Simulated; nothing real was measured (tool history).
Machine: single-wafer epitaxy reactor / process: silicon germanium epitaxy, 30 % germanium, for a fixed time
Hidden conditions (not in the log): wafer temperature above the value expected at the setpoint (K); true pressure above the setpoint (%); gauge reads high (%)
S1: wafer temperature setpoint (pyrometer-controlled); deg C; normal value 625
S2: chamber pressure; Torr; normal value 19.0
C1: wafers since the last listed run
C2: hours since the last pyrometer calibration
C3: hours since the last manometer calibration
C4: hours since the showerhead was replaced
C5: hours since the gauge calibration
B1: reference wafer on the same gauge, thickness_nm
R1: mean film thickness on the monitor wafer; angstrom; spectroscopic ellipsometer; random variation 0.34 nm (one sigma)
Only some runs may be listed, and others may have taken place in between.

| run | hour | S1 | S2 | C1 | C2 | C3 | C4 | C5 | B1 | R1 |
|---|---|---|---|---|---|---|---|---|---|---|
| 1 | 0.0 | 625 | 19.0 | 0 | 2425.8 | 1042.0 | 5972.5 | 281.1 | 75.019 | 828.46 |
| 2 | 13.5 | 625 | 19.0 | 200 | 2439.3 | 1055.5 | 5986.0 | 294.6 | 75.051 | 830.87 |
| 3 | 21.3 | 625 | 19.0 | 116 | 2447.1 | 1063.3 | 5993.8 | 302.4 | 75.049 | 829.48 |
| 4 | 30.6 | 625 | 19.0 | 138 | 2456.4 | 1072.6 | 6003.1 | 311.7 | 75.106 | 831.40 |
| 5 | 47.1 | 636 | 17.2 | 245 | 2472.9 | 1089.1 | 6019.6 | 328.2 | 75.116 | 982.83 |
| 6 | 60.4 | 636 | 17.2 | 198 | 2486.2 | 1102.4 | 6032.9 | 341.5 | 75.110 | 978.92 |
| 7 | 73.2 | 636 | 17.2 | 190 | 2499.0 | 1115.2 | 6045.7 | 354.3 | 75.028 | 987.55 |
| 8 | 98.6 | 619 | 21.6 | 378 | 2524.4 | 1140.6 | 6071.1 | 379.7 | 75.178 | 783.61 |
| 9 | 110.9 | 619 | 21.6 | 183 | 2536.7 | 1152.9 | 6083.4 | 392.0 | 75.064 | 777.46 |
| 10 | 118.4 | 619 | 21.6 | 111 | 2544.2 | 1160.4 | 6090.9 | 399.5 | 75.100 | 772.93 |
| 11 | 125.3 | 625 | 15.8 | 102 | 2551.1 | 1167.3 | 6097.8 | 406.4 | 75.136 | 751.80 |
| 12 | 143.1 | 625 | 15.8 | 265 | 2568.9 | 1185.1 | 6115.6 | 424.2 | 75.096 | 753.37 |
| 13 | 169.4 | 616 | 16.5 | 391 | 2595.2 | 1211.4 | 6141.9 | 450.5 | 75.086 | 644.50 |
| 14 | 180.3 | 636 | 20.6 | 162 | 2606.1 | 1222.3 | 6152.8 | 461.4 | 75.177 | 1061.29 |
|  | 189.9 | pyrometer calibrated |
|  | 191.5 | showerhead replaced |
| 15 | 196.2 | 636 | 17.2 | 95 | 6.3 | 1238.2 | 4.7 | 477.3 | 75.163 | 1111.87 |
| 16 | 203.8 | 620 | 16.8 | 113 | 13.9 | 1245.8 | 12.3 | 484.9 | 75.128 | 804.10 |
|  | 211.9 | gauge calibrated |
| 17 | 242.0 | 632 | 19.0 | 568 | 52.1 | 1284.0 | 50.5 | 30.1 | 75.055 | 1068.21 |
| 18 | 250.7 | 617 | 22.8 | 129 | 60.8 | 1292.7 | 59.2 | 38.8 | 75.021 | 860.04 |
|  | 262.9 | capacitance manometer re-zeroed and calibrated |
| 19 | 267.9 | 638 | 19.0 | 136 | 78.0 | 5.0 | 76.4 | 56.0 | 75.160 | 1194.24 |
| 20 | 284.0 | 619 | 21.8 | 239 | 94.1 | 21.1 | 92.5 | 72.1 | 75.105 | 885.76 |
| 21 | 297.5 | 637 | 22.4 | 200 | 107.6 | 34.6 | 106.0 | 85.6 | 75.147 | 1272.63 |

For run 22, what comes out?
| 22 | 307.0 | 625 | 22.5 | 141 | 117.1 | 44.1 | 115.5 | 95.1 | ? | ? |

B1: 75.052
R1: 1007.92 angstrom
With no hidden state in the tool, this same run would have given R1 985.62 angstrom.
